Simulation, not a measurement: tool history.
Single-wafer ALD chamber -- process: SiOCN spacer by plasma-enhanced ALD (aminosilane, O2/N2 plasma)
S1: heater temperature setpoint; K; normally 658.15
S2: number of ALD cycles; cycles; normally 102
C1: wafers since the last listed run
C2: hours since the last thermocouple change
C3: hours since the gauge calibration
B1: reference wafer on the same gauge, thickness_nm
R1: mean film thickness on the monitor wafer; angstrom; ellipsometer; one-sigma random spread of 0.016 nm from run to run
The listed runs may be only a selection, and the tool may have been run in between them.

Run 1, hour 0: usual settings but S1 669.15 K; C1 0; C2 866.9; C3 263; B1 6.852. Result: R1 65.76 angstrom.
Run 2, hour 16.5: usual settings but S1 669.15 K; C1 63; C2 883.4; C3 279.5; B1 6.849. Result: R1 65.5 angstrom.
Run 3, hour 39: usual settings; C1 86; C2 905.9; C3 302; B1 6.844. Result: R1 65.6 angstrom.
Run 4, hour 51.6: usual settings but S2 115 cycles; C1 48; C2 918.5; C3 314.6; B1 6.839. Result: R1 74.08 angstrom.
Run 5, hour 87.2: usual settings but S2 115 cycles; C1 137; C2 954.1; C3 350.2; B1 6.836. Result: R1 73.82 angstrom.
Run 6, hour 102.9: usual settings but S2 94 cycles; C1 60; C2 969.8; C3 365.9; B1 6.835. Result: R1 60.43 angstrom.
Run 7, hour 115.4: usual settings but S2 94 cycles; C1 48; C2 982.3; C3 378.4; B1 6.833. Result: R1 60.44 angstrom.
Run 8, hour 141.6: usual settings but S1 668.15 K, S2 97 cycles; C1 101; C2 1008.5; C3 404.6; B1 6.827. Result: R1 62.24 angstrom.
Run 9, hour 169.2: usual settings; C1 106; C2 1036.1; C3 432.2; B1 6.81. Result: R1 65.64 angstrom.
Run 10, hour 193.5: usual settings; C1 93; C2 1060.4; C3 456.5; B1 6.808. Result: R1 65.3 angstrom.
Run 11, hour 218.6: usual settings; C1 96; C2 1085.5; C3 481.6; B1 6.805. Result: R1 65.09 angstrom.
Run 12, hour 251.6: usual settings but S2 91 cycles; C1 127; C2 1118.5; C3 514.6; B1 6.793. Result: R1 58.22 angstrom.
Run 13, hour 281.4: usual settings but S2 91 cycles; C1 115; C2 1148.3; C3 544.4; B1 6.79. Result: R1 58.21 angstrom.
Run 14, hour 314: usual settings but S2 91 cycles; C1 125; C2 1180.9; C3 577; B1 6.783. Result: R1 57.88 angstrom.
Run 15, hour 327.9: usual settings but S2 117 cycles; C1 53; C2 1194.8; C3 590.9; B1 6.777. Result: R1 74.52 angstrom.
At hour 349.2: gauge calibrated.
Run 16, hour 356.7: usual settings but S1 662.15 K, S2 87 cycles; C1 111; C2 1223.6; C3 7.5; B1 6.866. Result: R1 56.26 angstrom.
Run 17, hour 390.3: usual settings but S1 645.15 K; C1 129; C2 1257.2; C3 41.1; B1 6.859. Result: R1 65.71 angstrom.
At hour 406.1: thermocouple changed; heater temperature recalibrated.
Run 18, hour 418.7: usual settings; C1 78; C2 12.6; C3 69.5; B1 6.871. Result: R1 65.58 angstrom.
Run 19, hour 453.3: usual settings but S1 666.15 K, S2 113 cycles; C1 133; C2 47.2; C3 104.1; B1 6.862. Result: R1 72.95 angstrom.
Run 20, hour 466.5: usual settings but S1 645.15 K, S2 121 cycles; C1 50; C2 60.4; C3 117.3; B1 6.863. Result: R1 78.11 angstrom.
Run 21, hour 500.2: usual settings but S2 87 cycles; C1 130; C2 94.1; C3 151; B1 6.855. Result: R1 55.83 angstrom.
Run 22, hour 523.9: usual settings but S2 82 cycles; C1 91; C2 117.8; C3 174.7; B1 6.859. Result: R1 52.75 angstrom.
Run 23, hour 539.1: usual settings but S2 117 cycles; C1 58; C2 133; C3 189.9; B1 6.855. Result: R1 75.52 angstrom.
Run 24, hour 569.4: usual settings; C1 117; C2 163.3; C3 220.2; B1 6.846. Result: R1 65.45 angstrom.
Run 25, hour 599.1: usual settings but S2 89 cycles; C1 114; C2 193; C3 249.9; B1 6.843. Result: R1 57.14 angstrom.
Run 26, hour 616.5: usual settings but S1 645.15 K, S2 85 cycles; C1 67; C2 210.4; C3 267.3; B1 6.844. Result: R1 54.44 angstrom.
Run 27, hour 645.4: usual settings but S1 648.15 K, S2 114 cycles; C1 111; C2 239.3; C3 296.2; B1 6.842. Result: R1 73.38 angstrom.
Run 28, hour 679.9: usual settings but S1 664.15 K, S2 83 cycles; C1 133; C2 273.8; C3 330.7; B1 6.839. Result: R1 53.29 angstrom.
Run 29, hour 715.7: usual settings but S1 650.15 K, S2 120 cycles; C1 138; C2 309.6; C3 366.5; B1 6.832. Result: R1 76.83 angstrom.
Run 30, hour 742.9: usual settings but S1 647.15 K, S2 119 cycles; C1 105; C2 336.8; C3 393.7; B1 6.822. Result: R1 76.32 angstrom.
Run 31, hour 756.2: usual settings but S1 650.15 K; C1 51; C2 350.1; C3 407; B1 6.826. Result: R1 65.34 angstrom.

Pick out some run-to-run changes in R1. Of each, how much would a tool without hidden state show as well, from the settings, what came in and chance, and how much is left for the hidden state and any gauge scatter not in both results compared?
The tool's hidden condition here consists of: wafer temperature above the value expected at the setpoint (K); gauge reads high (%).
Run 14 -> 15: S2 91 -> 117. R1 +16.64 angstrom: hidden state -0.28, all else +16.92.
Run 15 -> 16: S1 658.15 -> 662.15, S2 117 -> 87, gauge calibrated. R1 -18.26 angstrom: hidden state +1.01, all else -19.27.
Run 20 -> 21: S1 645.15 -> 658.15, S2 121 -> 87. R1 -22.28 angstrom: hidden state +0, all else -22.28.
Run 22 -> 23: S2 82 -> 117. R1 +22.77 angstrom: hidden state -0.06, all else +22.83.
Run 28 -> 29: S1 664.15 -> 650.15, S2 83 -> 120. R1 +23.54 angstrom: hidden state -0.21, all else +23.75.

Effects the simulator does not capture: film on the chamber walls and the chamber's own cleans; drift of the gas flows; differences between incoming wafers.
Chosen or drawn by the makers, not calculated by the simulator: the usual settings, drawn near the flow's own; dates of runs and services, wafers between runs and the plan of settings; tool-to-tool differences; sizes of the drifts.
